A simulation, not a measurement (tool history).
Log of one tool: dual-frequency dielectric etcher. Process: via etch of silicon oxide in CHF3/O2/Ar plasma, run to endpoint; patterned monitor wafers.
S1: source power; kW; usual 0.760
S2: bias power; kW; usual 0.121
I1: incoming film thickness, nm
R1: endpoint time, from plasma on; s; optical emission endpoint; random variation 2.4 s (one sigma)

{"run": 1, "hour": 0.0, "S1": 0.76, "S2": 0.121, "I1": 535.9, "R1": 274.7}
{"run": 2, "hour": 51.5, "S1": 0.76, "S2": 0.121, "I1": 537.1, "R1": 272.0}
{"hour": 89.9, "done": "wet clean of the chamber"}
{"run": 3, "hour": 108.0, "S1": 0.76, "S2": 0.121, "I1": 535.4, "R1": 280.7}
{"run": 4, "hour": 145.1, "S1": 0.76, "S2": 0.133, "I1": 544.1, "R1": 270.3}
{"run": 5, "hour": 215.0, "S1": 0.76, "S2": 0.121, "I1": 531.2, "R1": 271.1}
{"run": 6, "hour": 246.2, "S1": 0.76, "S2": 0.121, "I1": 540.2, "R1": 277.4}
{"run": 7, "hour": 287.2, "S1": 0.76, "S2": 0.121, "I1": 537.9, "R1": 276.2}
{"run": 8, "hour": 345.3, "S1": 0.76, "S2": 0.121, "I1": 537.6, "R1": 270.2}
{"run": 9, "hour": 426.1, "S1": 0.76, "S2": 0.131, "I1": 539.6, "R1": 260.0}
{"run": 10, "hour": 461.8, "S1": 0.76, "S2": 0.121, "I1": 537.9, "R1": 269.2}
{"run": 11, "hour": 493.0, "S1": 0.76, "S2": 0.121, "I1": 536.7, "R1": 267.1}
{"run": 12, "hour": 563.4, "S1": 0.76, "S2": 0.121, "I1": 541.8, "R1": 269.2}
{"hour": 609.9, "done": "wet clean of the chamber"}
{"hour": 613.9, "done": "upper electrode replaced, of another model than before"}
{"run": 13, "hour": 632.2, "S1": 0.76, "S2": 0.108, "I1": 541.2, "R1": 285.4}
{"run": 14, "hour": 663.0, "S1": 0.76, "S2": 0.108, "I1": 540.6, "R1": 284.7}
{"hour": 727.8, "done": "bias power generator calibrated"}
{"run": 15, "hour": 728.3, "S1": 0.76, "S2": 0.108, "I1": 537.1, "R1": 280.3}
{"run": 16, "hour": 795.8, "S1": 0.76, "S2": 0.121, "I1": 538.3, "R1": 273.5}
{"run": 17, "hour": 834.4, "S1": 0.57, "S2": 0.121, "I1": 539.1, "R1": 326.3}
{"run": 18, "hour": 891.9, "S1": 0.93, "S2": 0.143, "I1": 539.2, "R1": 233.2}
{"run": 19, "hour": 937.4, "S1": 0.63, "S2": 0.112, "I1": 536.8, "R1": 307.4}
{"run": 20, "hour": 970.7, "S1": 0.62, "S2": 0.106, "I1": 545.8, "R1": 317.8}
{"run": 21, "hour": 1027.2, "S1": 0.76, "S2": 0.102, "I1": 538.1, "R1": 281.2}
{"hour": 1032.7, "done": "source power generator calibrated"}
{"hour": 1137.2, "done": "wet clean of the chamber"}
{"run": 22, "hour": 1137.7, "S1": 0.76, "S2": 0.136, "I1": 535.5, "R1": 270.0}
{"run": 23, "hour": 1161.3, "S1": 0.76, "S2": 0.121, "I1": 535.5, "R1": 277.4}
{"run": 24, "hour": 1186.2, "S1": 0.71, "S2": 0.133, "I1": 532.2, "R1": 274.3}
{"run": 25, "hour": 1244.2, "S1": 0.9, "S2": 0.105, "I1": 539.0, "R1": 263.2}
{"run": 26, "hour": 1286.6, "S1": 0.83, "S2": 0.095, "I1": 535.9, "R1": 278.7}
{"run": 27, "hour": 1344.5, "S1": 0.76, "S2": 0.121, "I1": 540.5, "R1": 275.3}
{"run": 28, "hour": 1388.4, "S1": 0.76, "S2": 0.121, "I1": 533.4, "R1": 267.6}
{"run": 29, "hour": 1439.5, "S1": 0.76, "S2": 0.121, "I1": 536.8, "R1": 270.4}
{"run": 30, "hour": 1479.6, "S1": 0.76, "S2": 0.121, "I1": 537.9, "R1": 273.6}
{"run": 31, "hour": 1531.3, "S1": 0.71, "S2": 0.121, "I1": 538.9, "R1": 282.5}
{"run": 32, "hour": 1578.2, "S1": 0.65, "S2": 0.097, "I1": 541.3, "R1": 318.0}

Some steps in R1 between neighbouring runs. How much of each would the tool show without its hidden state too (settings, what came in, random variation), and how much is left for the hidden state, with any gauge scatter that isn't in both results?
The hidden state here: etch rate over this chamber's usual, %; source power that arrives over what is set, %; bias power that arrives over what is set, %.
Run 2 -> 3: wet clean of the chamber. R1 +8.7 s: hidden state +6.8, all else +1.9.
Run 12 -> 13: S2 0.121 -> 0.108, wet clean of the chamber, upper electrode replaced, of another model than before. R1 +16.2 s: hidden state +11.4, all else +4.8.
Run 16 -> 17: S1 0.760 -> 0.570. R1 +52.8 s: hidden state -2.2, all else +55.0.
Run 17 -> 18: S1 0.570 -> 0.930, S2 0.121 -> 0.143. R1 -93.1 s: hidden state +1.1, all else -94.2.
Run 18 -> 19: S1 0.930 -> 0.630, S2 0.143 -> 0.112. R1 +74.2 s: hidden state -3.4, all else +77.6.
Run 21 -> 22: S2 0.102 -> 0.136, source power generator calibrated, wet clean of the chamber. R1 -11.2 s: hidden state +10.6, all else -21.8.
